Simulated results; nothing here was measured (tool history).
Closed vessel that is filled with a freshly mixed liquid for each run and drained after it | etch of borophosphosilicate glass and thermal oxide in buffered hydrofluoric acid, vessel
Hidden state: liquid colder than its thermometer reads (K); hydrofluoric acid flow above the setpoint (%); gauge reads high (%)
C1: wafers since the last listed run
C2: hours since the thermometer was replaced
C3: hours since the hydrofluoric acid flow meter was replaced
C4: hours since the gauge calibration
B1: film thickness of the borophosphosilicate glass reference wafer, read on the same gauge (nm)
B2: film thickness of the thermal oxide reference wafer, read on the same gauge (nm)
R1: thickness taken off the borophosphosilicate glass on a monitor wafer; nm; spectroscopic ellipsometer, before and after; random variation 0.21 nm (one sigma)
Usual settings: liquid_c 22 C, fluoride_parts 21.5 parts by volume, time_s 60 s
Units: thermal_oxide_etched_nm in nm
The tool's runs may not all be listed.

{"run": 1, "day": 0.0, "liquid_c": 22, "fluoride_parts": 21.5, "time_s": 65, "C1": 0, "C2": 1277.5, "C3": 1625.5, "C4": 102.2, "B1": 120.02, "B2": 50, "R1": 27.85, "thermal_oxide_etched_nm": 27.95}
{"run": 2, "day": 1.188, "liquid_c": 22, "fluoride_parts": 21.5, "time_s": 65, "C1": 3265, "C2": 1306, "C3": 1654, "C4": 130.7, "B1": 119.97, "B2": 50.01, "R1": 28.26, "thermal_oxide_etched_nm": 27.69}
{"run": 3, "day": 4.904, "liquid_c": 22, "fluoride_parts": 21.5, "time_s": 60, "C1": 10220, "C2": 1395.2, "C3": 1743.2, "C4": 219.9, "B1": 120.03, "B2": 49.97, "R1": 25.89, "thermal_oxide_etched_nm": 25.48}
{"run": 4, "day": 6.304, "liquid_c": 22, "fluoride_parts": 21.5, "time_s": 60, "C1": 3849, "C2": 1428.8, "C3": 1776.8, "C4": 253.5, "B1": 119.99, "B2": 49.99, "R1": 26.03, "thermal_oxide_etched_nm": 25.77}
{"run": 5, "day": 7.558, "liquid_c": 22, "fluoride_parts": 21.5, "time_s": 45, "C1": 3448, "C2": 1458.9, "C3": 1806.9, "C4": 283.6, "B1": 120.01, "B2": 49.97, "R1": 19.38, "thermal_oxide_etched_nm": 19.27}
{"run": 6, "day": 8.55, "liquid_c": 22, "fluoride_parts": 21.5, "time_s": 60, "C1": 2726, "C2": 1482.7, "C3": 1830.7, "C4": 307.4, "B1": 120.02, "B2": 50, "R1": 25.63, "thermal_oxide_etched_nm": 25.26}
{"run": 7, "day": 9.988, "liquid_c": 24.5, "fluoride_parts": 17.5, "time_s": 50, "C1": 3952, "C2": 1517.2, "C3": 1865.2, "C4": 341.9, "B1": 119.97, "B2": 50.01, "R1": 29.45, "thermal_oxide_etched_nm": 28.95}
{"run": 8, "day": 10.796, "liquid_c": 22, "fluoride_parts": 21.5, "time_s": 60, "C1": 2222, "C2": 1536.6, "C3": 1884.6, "C4": 361.3, "B1": 119.99, "B2": 50.03, "R1": 25.36, "thermal_oxide_etched_nm": 25.41}
{"day": 10.925, "done": "hydrofluoric acid flow meter replaced"}
{"run": 9, "day": 11.558, "liquid_c": 18.5, "fluoride_parts": 24.5, "time_s": 60, "C1": 1982, "C2": 1554.9, "C3": 15.2, "C4": 379.6, "B1": 119.98, "B2": 49.97, "R1": 19.04, "thermal_oxide_etched_nm": 19.04}
{"run": 10, "day": 12.917, "liquid_c": 22, "fluoride_parts": 21.5, "time_s": 60, "C1": 3735, "C2": 1587.5, "C3": 47.8, "C4": 412.2, "B1": 120, "B2": 50.02, "R1": 25.29, "thermal_oxide_etched_nm": 25.35}
{"run": 11, "day": 13.921, "liquid_c": 17.5, "fluoride_parts": 21.5, "time_s": 30, "C1": 2761, "C2": 1611.6, "C3": 71.9, "C4": 436.3, "B1": 120.02, "B2": 49.99, "R1": 9.8, "thermal_oxide_etched_nm": 9.69}
{"run": 12, "day": 15.096, "liquid_c": 23.5, "fluoride_parts": 25.5, "time_s": 60, "C1": 3231, "C2": 1639.8, "C3": 100.1, "C4": 464.5, "B1": 119.97, "B2": 50.01, "R1": 24.64, "thermal_oxide_etched_nm": 24.47}
{"run": 13, "day": 16.433, "liquid_c": 22, "fluoride_parts": 21.5, "time_s": 60, "C1": 3677, "C2": 1671.9, "C3": 132.2, "C4": 496.6, "B1": 120, "B2": 49.99, "R1": 25.24, "thermal_oxide_etched_nm": 25.06}
{"run": 14, "day": 17.242, "liquid_c": 18, "fluoride_parts": 21.5, "time_s": 95, "C1": 2222, "C2": 1691.3, "C3": 151.6, "C4": 516, "B1": 119.95, "B2": 49.96, "R1": 31.95, "thermal_oxide_etched_nm": 31.65}
{"run": 15, "day": 18.079, "liquid_c": 23.5, "fluoride_parts": 21.5, "time_s": 30, "C1": 2303, "C2": 1711.4, "C3": 171.7, "C4": 536.1, "B1": 119.97, "B2": 49.98, "R1": 13.67, "thermal_oxide_etched_nm": 13.6}
{"day": 21.792, "done": "gauge calibrated"}
{"run": 16, "day": 22.329, "liquid_c": 17.5, "fluoride_parts": 29.5, "time_s": 75, "C1": 11687, "C2": 1813.4, "C3": 273.7, "C4": 12.9, "B1": 119.99, "B2": 49.98, "R1": 19.52, "thermal_oxide_etched_nm": 19.28}
{"day": 22.696, "done": "thermometer replaced"}
{"run": 17, "day": 22.971, "liquid_c": 24.5, "fluoride_parts": 19, "time_s": 35, "C1": 1649, "C2": 6.6, "C3": 289.1, "C4": 28.3, "B1": 119.99, "B2": 50.03, "R1": 21.47, "thermal_oxide_etched_nm": 21.49}
{"run": 18, "day": 24.242, "liquid_c": 22, "fluoride_parts": 21.5, "time_s": 60, "C1": 3494, "C2": 37.1, "C3": 319.6, "C4": 58.8, "B1": 119.97, "B2": 49.99, "R1": 28.73, "thermal_oxide_etched_nm": 28.66}
{"run": 19, "day": 25.325, "liquid_c": 24.5, "fluoride_parts": 16, "time_s": 70, "C1": 2979, "C2": 63.1, "C3": 345.6, "C4": 84.8, "B1": 119.99, "B2": 49.96, "R1": 50.92, "thermal_oxide_etched_nm": 50.92}
{"run": 20, "day": 26.708, "liquid_c": 18.5, "fluoride_parts": 24.5, "time_s": 30, "C1": 3804, "C2": 96.3, "C3": 378.8, "C4": 118, "B1": 120, "B2": 50.01, "R1": 10.89, "thermal_oxide_etched_nm": 10.72}
{"run": 21, "day": 27.771, "liquid_c": 22, "fluoride_parts": 21.5, "time_s": 60, "C1": 2921, "C2": 121.8, "C3": 404.3, "C4": 143.5, "B1": 120.01, "B2": 50.01, "R1": 28.62, "thermal_oxide_etched_nm": 28.55}
{"run": 22, "day": 28.371, "liquid_c": 26, "fluoride_parts": 24.5, "time_s": 85, "C1": 1649, "C2": 136.2, "C3": 418.7, "C4": 157.9, "B1": 120.01, "B2": 49.99, "R1": 46.46, "thermal_oxide_etched_nm": 46.09}
{"run": 23, "day": 29.788, "liquid_c": 19.5, "fluoride_parts": 24, "time_s": 60, "C1": 3895, "C2": 170.2, "C3": 452.7, "C4": 191.9, "B1": 120, "B2": 50.02, "R1": 23.22, "thermal_oxide_etched_nm": 23.33}
{"run": 24, "day": 32.142, "liquid_c": 20, "fluoride_parts": 26, "time_s": 80, "C1": 6473, "C2": 226.7, "C3": 509.2, "C4": 248.4, "B1": 120.04, "B2": 50, "R1": 29.95, "thermal_oxide_etched_nm": 29.74}

Forecast each of these 5 alternatives for the next run:
{"run": "A", "day": 32.171, "liquid_c": 22, "fluoride_parts": 28.5, "time_s": 60, "C1": 80, "C2": 227.4, "C3": 509.9, "C4": 249.1, "B1": "?", "B2": "?", "R1": "?", "thermal_oxide_etched_nm": "?"}
{"run": "B", "day": 32.171, "liquid_c": 19.5, "fluoride_parts": 21.5, "time_s": 60, "C1": 80, "C2": 227.4, "C3": 509.9, "C4": 249.1, "B1": "?", "B2": "?", "R1": "?", "thermal_oxide_etched_nm": "?"}
{"run": "C", "day": 32.171, "liquid_c": 22, "fluoride_parts": 24, "time_s": 30, "C1": 80, "C2": 227.4, "C3": 509.9, "C4": 249.1, "B1": "?", "B2": "?", "R1": "?", "thermal_oxide_etched_nm": "?"}
{"run": "D", "day": 32.171, "liquid_c": 19.5, "fluoride_parts": 14.5, "time_s": 40, "C1": 80, "C2": 227.4, "C3": 509.9, "C4": 249.1, "B1": "?", "B2": "?", "R1": "?", "thermal_oxide_etched_nm": "?"}
{"run": "E", "day": 32.171, "liquid_c": 23.5, "fluoride_parts": 29.5, "time_s": 60, "C1": 80, "C2": 227.4, "C3": 509.9, "C4": 249.1, "B1": "?", "B2": "?", "R1": "?", "thermal_oxide_etched_nm": "?"}

run=A B1=119.95 B2=49.98 R1=23.59 thermal_oxide_etched_nm=23.34
run=B B1=119.95 B2=49.98 R1=24.97 thermal_oxide_etched_nm=24.64
run=C B1=119.95 B2=49.98 R1=13.29 thermal_oxide_etched_nm=13.14
run=D B1=119.95 B2=49.98 R1=24.07 thermal_oxide_etched_nm=23.71
run=E B1=119.95 B2=49.98 R1=25.02 thermal_oxide_etched_nm=24.77
Without the tool's hidden state the same runs would have given:
run=A R1=24.01 thermal_oxide_etched_nm=23.76
run=B R1=25.42 thermal_oxide_etched_nm=25.09
run=C R1=13.52 thermal_oxide_etched_nm=13.37
run=D R1=24.5 thermal_oxide_etched_nm=24.15
run=E R1=25.46 thermal_oxide_etched_nm=25.21
